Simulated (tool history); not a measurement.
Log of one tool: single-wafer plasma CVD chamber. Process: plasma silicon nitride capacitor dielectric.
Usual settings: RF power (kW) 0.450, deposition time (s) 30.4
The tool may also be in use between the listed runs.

| run | day | RF power (kW) | deposition time (s) | wafers since the last listed run | hours since the last RF generator calibration | hours since the showerhead was replaced | hours since the gauge calibration | read-back reference wafer on the same gauge, thickness_nm | mean film thickness on the monitor wafer (nm) |
|---|---|---|---|---|---|---|---|---|---|
| 1 | 0.000 | 0.450 | 30.4 | 0 | 745.9 | 3058.8 | 64.2 | 33.802 | 40.998 |
| 2 | 0.633 | 0.450 | 30.4 | 314 | 761.1 | 3074.0 | 79.4 | 33.808 | 41.092 |
| 3 | 1.783 | 0.450 | 30.4 | 570 | 788.7 | 3101.6 | 107.0 | 33.793 | 41.083 |
| 4 | 2.492 | 0.450 | 30.4 | 351 | 805.7 | 3118.6 | 124.0 | 33.799 | 41.211 |
| 5 | 3.646 | 0.450 | 30.4 | 572 | 833.4 | 3146.3 | 151.7 | 33.801 | 41.036 |
| 6 | 4.342 | 0.450 | 30.4 | 345 | 850.1 | 3163.0 | 168.4 | 33.781 | 40.932 |
| 7 | 4.971 | 0.400 | 28.0 | 311 | 865.2 | 3178.1 | 183.5 | 33.790 | 36.903 |
| 8 | 5.962 | 0.400 | 28.0 | 491 | 889.0 | 3201.9 | 207.3 | 33.783 | 36.944 |
| 9 | 6.846 | 0.400 | 28.0 | 437 | 910.2 | 3223.1 | 228.5 | 33.805 | 36.987 |
|  | 7.712 | showerhead replaced |
| 10 | 7.733 | 0.450 | 30.4 | 274 | 931.5 | 0.5 | 249.8 | 33.789 | 41.083 |
| 11 | 8.429 | 0.450 | 30.4 | 345 | 948.2 | 17.2 | 266.5 | 33.811 | 41.103 |
|  | 9.379 | gauge calibrated |
| 12 | 9.396 | 0.480 | 27.4 | 479 | 971.4 | 40.4 | 0.4 | 33.802 | 37.545 |
| 13 | 10.817 | 0.420 | 34.9 | 704 | 1005.5 | 74.5 | 34.5 | 33.794 | 46.421 |
| 14 | 11.958 | 0.480 | 35.8 | 566 | 1032.9 | 101.9 | 61.9 | 33.796 | 49.025 |
|  | 12.654 | RF generator calibrated |
| 15 | 12.858 | 0.480 | 28.6 | 280 | 4.9 | 123.5 | 83.5 | 33.793 | 39.769 |
| 16 | 13.542 | 0.495 | 26.9 | 338 | 21.3 | 139.9 | 99.9 | 33.803 | 37.527 |
| 17 | 14.888 | 0.530 | 30.4 | 667 | 53.6 | 172.2 | 132.2 | 33.804 | 43.098 |
| 18 | 15.738 | 0.525 | 26.6 | 421 | 74.0 | 192.6 | 152.6 | 33.813 | 37.527 |
| 19 | 16.500 | 0.510 | 33.8 | 378 | 92.3 | 210.9 | 170.9 | 33.786 | 47.440 |

3 ways to go on from here, each from the tool as it stands after run 19. What would each give?
| A | 16.517 | 0.450 | 25.7 | 8 | 92.7 | 211.3 | 171.3 | ? | ? |
| B | 16.517 | 0.535 | 27.3 | 8 | 92.7 | 211.3 | 171.3 | ? | ? |
| C | 16.517 | 0.505 | 25.8 | 8 | 92.7 | 211.3 | 171.3 | ? | ? |

| run | read-back reference wafer on the same gauge, thickness_nm | mean film thickness on the monitor wafer (nm) |
|---|---|---|
| A | 33.806 | 35.085 |
| B | 33.806 | 38.650 |
| C | 33.806 | 36.078 |
Without the tool's hidden state the same runs would have given:
| run | mean film thickness on the monitor wafer (nm) |
|---|---|
| A | 35.283 |
| B | 38.868 |
| C | 36.282 |
